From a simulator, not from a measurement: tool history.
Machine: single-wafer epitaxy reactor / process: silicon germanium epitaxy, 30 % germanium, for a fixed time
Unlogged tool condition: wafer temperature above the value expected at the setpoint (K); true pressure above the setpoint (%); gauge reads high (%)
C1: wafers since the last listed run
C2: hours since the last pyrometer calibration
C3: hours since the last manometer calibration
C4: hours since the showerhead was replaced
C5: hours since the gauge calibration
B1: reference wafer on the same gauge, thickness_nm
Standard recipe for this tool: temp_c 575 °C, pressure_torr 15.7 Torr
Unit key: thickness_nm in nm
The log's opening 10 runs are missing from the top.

-- day=5.721 pyrometer calibrated
run 11 day=5.742 | temp_c=575 pressure_torr=14.1 | C1=158 C2=0.5 C3=33.7 C4=8125.2 C5=347.9 | B1=29.307 | thickness_nm=32.301
run 12 day=5.971 | temp_c=575 pressure_torr=14.1 | C1=60 C2=6.0 C3=39.2 C4=8130.7 C5=353.4 | B1=29.272 | thickness_nm=32.095
run 13 day=6.562 | temp_c=582 pressure_torr=15.7 | C1=156 C2=20.2 C3=53.4 C4=8144.9 C5=367.6 | B1=29.337 | thickness_nm=38.197
run 14 day=7.088 | temp_c=563 pressure_torr=13.9 | C1=138 C2=32.8 C3=66.0 C4=8157.5 C5=380.2 | B1=29.260 | thickness_nm=25.242
run 15 day=7.825 | temp_c=569 pressure_torr=15.7 | C1=194 C2=50.5 C3=83.7 C4=8175.2 C5=397.9 | B1=29.331 | thickness_nm=29.488
run 16 day=8.188 | temp_c=575 pressure_torr=15.7 | C1=95 C2=59.2 C3=92.4 C4=8183.9 C5=406.6 | B1=29.266 | thickness_nm=33.088
-- day=8.583 gauge calibrated
run 17 day=8.754 | temp_c=575 pressure_torr=14.6 | C1=149 C2=72.8 C3=106.0 C4=8197.5 C5=4.1 | B1=29.248 | thickness_nm=32.103
run 18 day=9.108 | temp_c=575 pressure_torr=19.0 | C1=93 C2=81.3 C3=114.5 C4=8206.0 C5=12.6 | B1=29.352 | thickness_nm=35.813
-- day=10.062 showerhead replaced
run 19 day=10.083 | temp_c=575 pressure_torr=15.7 | C1=169 C2=104.7 C3=137.9 C4=0.5 C5=36.0 | B1=29.297 | thickness_nm=32.932
run 20 day=11.475 | temp_c=568 pressure_torr=17.9 | C1=367 C2=138.1 C3=171.3 C4=33.9 C5=69.4 | B1=29.231 | thickness_nm=30.254
run 21 day=11.808 | temp_c=561 pressure_torr=17.9 | C1=87 C2=146.1 C3=179.3 C4=41.9 C5=77.4 | B1=29.275 | thickness_nm=26.487
run 22 day=12.475 | temp_c=571 pressure_torr=19.3 | C1=175 C2=162.1 C3=195.3 C4=57.9 C5=93.4 | B1=29.316 | thickness_nm=32.948
run 23 day=13.029 | temp_c=570 pressure_torr=13.1 | C1=146 C2=175.4 C3=208.6 C4=71.2 C5=106.7 | B1=29.278 | thickness_nm=27.694
run 24 day=13.662 | temp_c=575 pressure_torr=15.7 | C1=167 C2=190.6 C3=223.8 C4=86.4 C5=121.9 | B1=29.292 | thickness_nm=32.453
run 25 day=15.200 | temp_c=588 pressure_torr=19.5 | C1=405 C2=227.5 C3=260.7 C4=123.3 C5=158.8 | B1=29.291 | thickness_nm=44.709
run 26 day=15.458 | temp_c=563 pressure_torr=17.5 | C1=68 C2=233.7 C3=266.9 C4=129.5 C5=165.0 | B1=29.299 | thickness_nm=26.716
run 27 day=16.071 | temp_c=586 pressure_torr=12.6 | C1=161 C2=248.4 C3=281.6 C4=144.2 C5=179.7 | B1=29.263 | thickness_nm=36.122

Expected results for the next run?
run 28 day=16.325 | temp_c=579 pressure_torr=14.1 | C1=67 C2=254.5 C3=287.7 C4=150.3 C5=185.8 | B1=? | thickness_nm=?

B1: 29.333
thickness_nm: 33.216 nm
With the hidden condition absent and the run-to-run variation left alone, this run would have shown thickness_nm 35.080 nm.
